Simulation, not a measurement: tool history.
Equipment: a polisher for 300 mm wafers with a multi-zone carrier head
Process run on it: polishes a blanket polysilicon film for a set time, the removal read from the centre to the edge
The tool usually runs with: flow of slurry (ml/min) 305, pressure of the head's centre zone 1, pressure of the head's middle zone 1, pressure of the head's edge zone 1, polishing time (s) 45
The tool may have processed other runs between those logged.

| run | hour | flow of slurry (ml/min) | pressure of the head's centre zone | pressure of the head's middle zone | pressure of the head's edge zone | polishing time (s) | incoming thickness of the incoming film, nm | film removed at the wafer's centre (angstrom) | film removed at mid-radius (angstrom) | film removed at the wafer's edge (angstrom) |
|---|---|---|---|---|---|---|---|---|---|---|
| 1 | 0 | 305 | 1 | 1 | 1 | 45 | 1740.7 | 4015 | 4544 | 4494 |
|  | 73.1 | worn pad replaced by a new one |
| 2 | 102.8 | 305 | 1 | 1 | 1 | 45 | 1746.3 | 3974 | 4414 | 4504 |
| 3 | 120.9 | 305 | 1 | 1 | 1 | 45 | 1736.4 | 4031 | 4468 | 4493 |
| 4 | 134.7 | 305 | 1 | 1 | 1 | 45 | 1704.7 | 3971 | 4468 | 4493 |
| 5 | 160.3 | 305 | 1 | 1 | 1 | 45 | 1705.8 | 3938 | 4417 | 4495 |
|  | 165.8 | worn pad replaced by a new one |
| 6 | 193.7 | 305 | 1 | 1 | 0.96 | 45 | 1750.1 | 3973 | 4471 | 4412 |
| 7 | 226.7 | 305 | 1 | 1 | 0.96 | 45 | 1716.3 | 3937 | 4514 | 4417 |
|  | 240.6 | carrier head's membrane replaced by a new one |
|  | 264.3 | worn pad replaced by a new one |
|  | 275.3 | slurry nozzle cleaned |
|  | 291.9 | edge zone pressure recalibrated |
| 8 | 317.7 | 305 | 0.94 | 1 | 0.9 | 45 | 1711 | 3685 | 4470 | 4410 |
| 9 | 330.6 | 210 | 1.04 | 1 | 1 | 45 | 1701.8 | 3829 | 4259 | 4356 |
| 10 | 348.3 | 305 | 1 | 1 | 1 | 56 | 1720.6 | 4825 | 5550 | 5549 |
|  | 370.2 | centre zone pressure recalibrated |
|  | 371.6 | worn pad replaced by a new one |
| 11 | 380.7 | 305 | 1 | 1 | 1 | 45 | 1737 | 4611 | 4463 | 4516 |
| 12 | 407.8 | 305 | 0.96 | 1 | 1.07 | 45 | 1745.6 | 4409 | 4417 | 4637 |
| 13 | 443.7 | 305 | 1 | 1 | 1 | 45 | 1709.9 | 4642 | 4431 | 4448 |
|  | 465 | worn pad replaced by a new one |
| 14 | 469 | 400 | 1 | 1.08 | 0.96 | 60 | 1728.1 | 6343 | 6387 | 6061 |
| 15 | 482.2 | 305 | 1 | 1.03 | 0.94 | 45 | 1734 | 4542 | 4563 | 4401 |

Here are 5 independent what-if runs from the current tool condition. What would each one return?
| A | 482.6 | 225 | 1 | 1 | 1 | 45 | 1720.9 | ? | ? | ? |
| B | 482.6 | 305 | 0.94 | 0.95 | 1 | 53 | 1720.9 | ? | ? | ? |
| C | 482.6 | 305 | 1.12 | 1.08 | 0.89 | 45 | 1720.9 | ? | ? | ? |
| D | 482.6 | 225 | 1 | 1.03 | 1.08 | 32 | 1720.9 | ? | ? | ? |
| E | 482.6 | 405 | 1 | 1.11 | 1.04 | 45 | 1720.9 | ? | ? | ? |

| run | film removed at the wafer's centre (angstrom) | film removed at mid-radius (angstrom) | film removed at the wafer's edge (angstrom) |
|---|---|---|---|
| A | 4377 | 4281 | 4350 |
| B | 5056 | 5095 | 5277 |
| C | 5122 | 4645 | 4322 |
| D | 3113 | 3095 | 3169 |
| E | 4702 | 4843 | 4619 |
Take away the tool's hidden state, keep each run's random variation, and the runs would have read:
| run | film removed at the wafer's centre (angstrom) | film removed at mid-radius (angstrom) | film removed at the wafer's edge (angstrom) |
|---|---|---|---|
| A | 4280 | 4281 | 4350 |
| B | 4943 | 5096 | 5277 |
| C | 5010 | 4646 | 4322 |
| D | 3044 | 3095 | 3169 |
| E | 4597 | 4844 | 4619 |
